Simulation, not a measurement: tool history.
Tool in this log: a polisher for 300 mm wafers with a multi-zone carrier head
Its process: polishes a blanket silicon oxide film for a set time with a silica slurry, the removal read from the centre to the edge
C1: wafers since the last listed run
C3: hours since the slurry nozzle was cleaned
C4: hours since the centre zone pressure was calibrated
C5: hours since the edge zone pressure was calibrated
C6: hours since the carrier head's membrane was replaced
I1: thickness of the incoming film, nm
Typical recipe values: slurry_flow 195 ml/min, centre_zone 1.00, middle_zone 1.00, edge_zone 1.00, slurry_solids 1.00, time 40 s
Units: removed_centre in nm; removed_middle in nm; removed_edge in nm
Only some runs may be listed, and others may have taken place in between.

Run 1, day 0.000: usual settings; C1 0; wafers polished on this pad 874; C3 3.2; C4 168.0; C5 458.7; C6 620.5; I1 1521.9. Result: removed_centre 120.1 nm, removed_middle 123.5 nm, removed_edge 121.5 nm.
Run 2, day 1.883: usual settings but middle_zone 1.03; C1 530; wafers polished on this pad 1404; C3 48.4; C4 213.2; C5 503.9; C6 665.7; I1 1533.4. Result: removed_centre 117.5 nm, removed_middle 125.3 nm, removed_edge 121.4 nm.
Run 3, day 3.892: usual settings but middle_zone 1.03; C1 565; wafers polished on this pad 1969; C3 96.6; C4 261.4; C5 552.1; C6 713.9; I1 1507.4. Result: removed_centre 118.0 nm, removed_middle 122.8 nm, removed_edge 119.3 nm.
Run 4, day 5.879: usual settings but middle_zone 1.03; C1 559; wafers polished on this pad 2529; C3 144.3; C4 309.1; C5 599.8; C6 761.6; I1 1495.2. Result: removed_centre 115.6 nm, removed_middle 123.6 nm, removed_edge 116.6 nm.
At day 8.604: worn pad replaced by a new one, repeated, since the last time left the tool worse.
Run 5, day 8.625: usual settings; C1 726; wafers polished on this pad 6; C3 210.2; C4 375.0; C5 665.7; C6 827.5; I1 1530.4. Result: removed_centre 141.5 nm, removed_middle 146.1 nm, removed_edge 141.6 nm.
Run 6, day 10.571: usual settings; C1 547; wafers polished on this pad 553; C3 256.9; C4 421.7; C5 712.4; C6 874.2; I1 1518.7. Result: removed_centre 138.0 nm, removed_middle 142.1 nm, removed_edge 141.2 nm.
At day 11.583: carrier head's membrane replaced by a new one.
Run 7, day 13.167: usual settings; C1 672; wafers polished on this pad 1225; C3 319.2; C4 484.0; C5 774.7; C6 38.0; I1 1532.4. Result: removed_centre 138.8 nm, removed_middle 139.2 nm, removed_edge 138.5 nm.
At day 13.450: centre zone pressure recalibrated.
At day 14.200: slurry nozzle cleaned.
Run 8, day 15.929: usual settings; C1 742; wafers polished on this pad 1968; C3 41.5; C4 59.5; C5 841.0; C6 104.3; I1 1526.6. Result: removed_centre 133.6 nm, removed_middle 138.6 nm, removed_edge 136.9 nm.
Run 9, day 18.529: usual settings but slurry_solids 1.20; C1 731; wafers polished on this pad 2700; C3 103.9; C4 121.9; C5 903.4; C6 166.7; I1 1555.8. Result: removed_centre 143.7 nm, removed_middle 149.2 nm, removed_edge 148.0 nm.
Run 10, day 19.679: usual settings but centre_zone 0.91, middle_zone 1.12, edge_zone 0.88, slurry_solids 0.75; C1 323; wafers polished on this pad 3023; C3 131.5; C4 149.5; C5 931.0; C6 194.3; I1 1554.1. Result: removed_centre 105.2 nm, removed_middle 132.0 nm, removed_edge 111.8 nm.

Run 11 comes next. What will it give?
At day 22.288: worn pad replaced by a new one.
At day 22.329: edge zone pressure recalibrated.
Run 11, day 22.633: usual settings but slurry_flow 140 ml/min, middle_zone 1.11, time 51 s; C1 773; wafers polished on this pad 85; C3 202.4; C4 220.4; C5 7.3; C6 265.2; I1 1515.0. Result: removed_centre ?, removed_middle ?, removed_edge ?.

Run 11 measured removed_centre 164.9 nm, removed_middle 189.4 nm, removed_edge 170.2 nm.
The same run, on a tool lacking any hidden state, would have yielded removed_centre 166.6 nm, removed_middle 191.3 nm, removed_edge 171.9 nm.

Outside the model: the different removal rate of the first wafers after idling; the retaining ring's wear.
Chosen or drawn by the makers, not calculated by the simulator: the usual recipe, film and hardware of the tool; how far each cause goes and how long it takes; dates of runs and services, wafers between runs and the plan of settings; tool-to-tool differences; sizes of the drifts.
